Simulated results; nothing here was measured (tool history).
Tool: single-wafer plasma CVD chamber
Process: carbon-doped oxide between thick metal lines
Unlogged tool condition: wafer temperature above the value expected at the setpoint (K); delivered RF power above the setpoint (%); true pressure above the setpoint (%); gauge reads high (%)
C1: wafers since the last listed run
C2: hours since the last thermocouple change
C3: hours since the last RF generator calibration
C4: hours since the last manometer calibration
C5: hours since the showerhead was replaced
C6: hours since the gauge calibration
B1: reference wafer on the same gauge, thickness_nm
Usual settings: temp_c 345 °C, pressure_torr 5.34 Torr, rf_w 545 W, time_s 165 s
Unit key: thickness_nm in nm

{"run": 1, "day": 0.0, "temp_c": 345, "pressure_torr": 5.34, "rf_w": 490, "time_s": 165, "C1": 0, "C2": 2424.2, "C3": 897.5, "C4": 677.4, "C5": 5216.7, "C6": 1101.2, "B1": 1012.679, "thickness_nm": 783.974}
{"run": 2, "day": 2.262, "temp_c": 345, "pressure_torr": 5.34, "rf_w": 490, "time_s": 165, "C1": 608, "C2": 2478.5, "C3": 951.8, "C4": 731.7, "C5": 5271.0, "C6": 1155.5, "B1": 1011.954, "thickness_nm": 787.812}
{"run": 3, "day": 4.35, "temp_c": 345, "pressure_torr": 5.34, "rf_w": 545, "time_s": 165, "C1": 561, "C2": 2528.6, "C3": 1001.9, "C4": 781.8, "C5": 5321.1, "C6": 1205.6, "B1": 1012.603, "thickness_nm": 854.03}
{"run": 4, "day": 6.825, "temp_c": 345, "pressure_torr": 5.34, "rf_w": 545, "time_s": 165, "C1": 665, "C2": 2588.0, "C3": 1061.3, "C4": 841.2, "C5": 5380.5, "C6": 1265.0, "B1": 1011.663, "thickness_nm": 855.472}
{"run": 5, "day": 8.658, "temp_c": 356, "pressure_torr": 5.34, "rf_w": 545, "time_s": 165, "C1": 493, "C2": 2632.0, "C3": 1105.3, "C4": 885.2, "C5": 5424.5, "C6": 1309.0, "B1": 1012.159, "thickness_nm": 826.067}
{"run": 6, "day": 10.179, "temp_c": 356, "pressure_torr": 5.34, "rf_w": 545, "time_s": 165, "C1": 409, "C2": 2668.5, "C3": 1141.8, "C4": 921.7, "C5": 5461.0, "C6": 1345.5, "B1": 1012.893, "thickness_nm": 820.16}
{"run": 7, "day": 12.508, "temp_c": 345, "pressure_torr": 5.34, "rf_w": 545, "time_s": 165, "C1": 626, "C2": 2724.4, "C3": 1197.7, "C4": 977.6, "C5": 5516.9, "C6": 1401.4, "B1": 1011.971, "thickness_nm": 845.99}
{"run": 8, "day": 15.429, "temp_c": 345, "pressure_torr": 5.62, "rf_w": 545, "time_s": 165, "C1": 785, "C2": 2794.5, "C3": 1267.8, "C4": 1047.7, "C5": 5587.0, "C6": 1471.5, "B1": 1011.926, "thickness_nm": 858.486}
{"run": 9, "day": 16.475, "temp_c": 345, "pressure_torr": 5.34, "rf_w": 520, "time_s": 165, "C1": 281, "C2": 2819.6, "C3": 1292.9, "C4": 1072.8, "C5": 5612.1, "C6": 1496.6, "B1": 1010.818, "thickness_nm": 817.84}
{"run": 10, "day": 18.6, "temp_c": 345, "pressure_torr": 5.34, "rf_w": 520, "time_s": 165, "C1": 571, "C2": 2870.6, "C3": 1343.9, "C4": 1123.8, "C5": 5663.1, "C6": 1547.6, "B1": 1011.896, "thickness_nm": 817.038}
{"day": 19.871, "done": "capacitance manometer re-zeroed and calibrated"}
{"day": 20.004, "done": "showerhead replaced"}
{"run": 11, "day": 21.479, "temp_c": 345, "pressure_torr": 5.34, "rf_w": 520, "time_s": 165, "C1": 649, "C2": 2939.7, "C3": 1413.0, "C4": 38.6, "C5": 35.4, "C6": 1616.7, "B1": 1012.562, "thickness_nm": 828.098}
{"day": 27.696, "done": "thermocouple changed; heater temperature recalibrated"}
{"run": 12, "day": 27.717, "temp_c": 345, "pressure_torr": 5.34, "rf_w": 545, "time_s": 148, "C1": 1588, "C2": 0.5, "C3": 1562.7, "C4": 188.3, "C5": 185.1, "C6": 1766.4, "B1": 1012.412, "thickness_nm": 761.391}
{"run": 13, "day": 28.65, "temp_c": 345, "pressure_torr": 5.34, "rf_w": 545, "time_s": 146, "C1": 251, "C2": 22.9, "C3": 1585.1, "C4": 210.7, "C5": 207.5, "C6": 1788.8, "B1": 1011.139, "thickness_nm": 754.867}
{"run": 14, "day": 31.112, "temp_c": 345, "pressure_torr": 5.34, "rf_w": 545, "time_s": 165, "C1": 662, "C2": 82.0, "C3": 1644.2, "C4": 269.8, "C5": 266.6, "C6": 1847.9, "B1": 1011.276, "thickness_nm": 842.099}
{"run": 15, "day": 33.171, "temp_c": 345, "pressure_torr": 5.34, "rf_w": 545, "time_s": 165, "C1": 553, "C2": 131.4, "C3": 1693.6, "C4": 319.2, "C5": 316.0, "C6": 1897.3, "B1": 1011.78, "thickness_nm": 848.236}
{"run": 16, "day": 34.279, "temp_c": 345, "pressure_torr": 5.34, "rf_w": 545, "time_s": 165, "C1": 298, "C2": 158.0, "C3": 1720.2, "C4": 345.8, "C5": 342.6, "C6": 1923.9, "B1": 1012.221, "thickness_nm": 847.744}
{"day": 35.229, "done": "gauge calibrated"}
{"run": 17, "day": 36.675, "temp_c": 337, "pressure_torr": 4.66, "rf_w": 505, "time_s": 141, "C1": 644, "C2": 215.5, "C3": 1777.7, "C4": 403.3, "C5": 400.1, "C6": 34.7, "B1": 1011.161, "thickness_nm": 682.736}
{"day": 42.862, "done": "RF generator calibrated"}
{"run": 18, "day": 44.417, "temp_c": 345, "pressure_torr": 4.3, "rf_w": 545, "time_s": 165, "C1": 1993, "C2": 401.3, "C3": 37.3, "C4": 589.1, "C5": 585.9, "C6": 220.5, "B1": 1012.219, "thickness_nm": 829.522}
{"run": 19, "day": 46.383, "temp_c": 356, "pressure_torr": 5.34, "rf_w": 545, "time_s": 165, "C1": 529, "C2": 448.5, "C3": 84.5, "C4": 636.3, "C5": 633.1, "C6": 267.7, "B1": 1011.972, "thickness_nm": 836.856}
{"run": 20, "day": 48.046, "temp_c": 337, "pressure_torr": 4.43, "rf_w": 645, "time_s": 165, "C1": 447, "C2": 488.4, "C3": 124.4, "C4": 676.2, "C5": 673.0, "C6": 307.6, "B1": 1011.256, "thickness_nm": 961.915}
{"run": 21, "day": 49.779, "temp_c": 345, "pressure_torr": 4.32, "rf_w": 545, "time_s": 176, "C1": 466, "C2": 530.0, "C3": 166.0, "C4": 717.8, "C5": 714.6, "C6": 349.2, "B1": 1010.641, "thickness_nm": 885.087}
{"run": 22, "day": 51.688, "temp_c": 345, "pressure_torr": 5.34, "rf_w": 630, "time_s": 165, "C1": 513, "C2": 575.8, "C3": 211.8, "C4": 763.6, "C5": 760.4, "C6": 395.0, "B1": 1012.274, "thickness_nm": 953.917}
{"run": 23, "day": 56.367, "temp_c": 353, "pressure_torr": 6.2, "rf_w": 600, "time_s": 176, "C1": 1259, "C2": 688.1, "C3": 324.1, "C4": 875.9, "C5": 872.7, "C6": 507.3, "B1": 1011.564, "thickness_nm": 986.413}
{"run": 24, "day": 58.925, "temp_c": 345, "pressure_torr": 5.34, "rf_w": 490, "time_s": 165, "C1": 688, "C2": 749.5, "C3": 385.5, "C4": 937.3, "C5": 934.1, "C6": 568.7, "B1": 1011.379, "thickness_nm": 789.855}
{"run": 25, "day": 60.133, "temp_c": 360, "pressure_torr": 6.26, "rf_w": 585, "time_s": 149, "C1": 325, "C2": 778.5, "C3": 414.5, "C4": 966.3, "C5": 963.1, "C6": 597.7, "B1": 1012.194, "thickness_nm": 799.364}
{"day": 61.542, "done": "capacitance manometer re-zeroed and calibrated"}
{"run": 26, "day": 61.6, "temp_c": 345, "pressure_torr": 5.34, "rf_w": 545, "time_s": 165, "C1": 304, "C2": 813.7, "C3": 449.7, "C4": 1.4, "C5": 998.3, "C6": 632.9, "B1": 1012.348, "thickness_nm": 867.116}
{"run": 27, "day": 64.054, "temp_c": 345, "pressure_torr": 4.13, "rf_w": 440, "time_s": 142, "C1": 660, "C2": 872.6, "C3": 508.6, "C4": 60.3, "C5": 1057.2, "C6": 691.8, "B1": 1012.29, "thickness_nm": 594.357}
{"run": 28, "day": 65.462, "temp_c": 359, "pressure_torr": 4.46, "rf_w": 485, "time_s": 140, "C1": 378, "C2": 906.4, "C3": 542.4, "C4": 94.1, "C5": 1091.0, "C6": 725.6, "B1": 1012.6, "thickness_nm": 624.032}
{"run": 29, "day": 66.762, "temp_c": 357, "pressure_torr": 4.47, "rf_w": 545, "time_s": 165, "C1": 349, "C2": 937.6, "C3": 573.6, "C4": 125.3, "C5": 1122.2, "C6": 756.8, "B1": 1011.783, "thickness_nm": 808.045}

3 options for the next run, each taken on its own from the tool as it stands now. Forecast them:
{"run": "A", "day": 66.779, "temp_c": 338, "pressure_torr": 5.34, "rf_w": 545, "time_s": 165, "C1": 4, "C2": 938.0, "C3": 574.0, "C4": 125.7, "C5": 1122.6, "C6": 757.2, "B1": "?", "thickness_nm": "?"}
{"run": "B", "day": 66.779, "temp_c": 345, "pressure_torr": 4.13, "rf_w": 545, "time_s": 135, "C1": 4, "C2": 938.0, "C3": 574.0, "C4": 125.7, "C5": 1122.6, "C6": 757.2, "B1": "?", "thickness_nm": "?"}
{"run": "C", "day": 66.779, "temp_c": 345, "pressure_torr": 6.49, "rf_w": 495, "time_s": 180, "C1": 4, "C2": 938.0, "C3": 574.0, "C4": 125.7, "C5": 1122.6, "C6": 757.2, "B1": "?", "thickness_nm": "?"}

run=A B1=1013.942 thickness_nm=880.933
run=B B1=1013.942 thickness_nm=670.918
run=C B1=1013.942 thickness_nm=901.483
Stripped of hidden state, with their random variation kept, the same runs would have yielded:
run=A thickness_nm=903.460
run=B thickness_nm=687.145
run=C thickness_nm=921.502
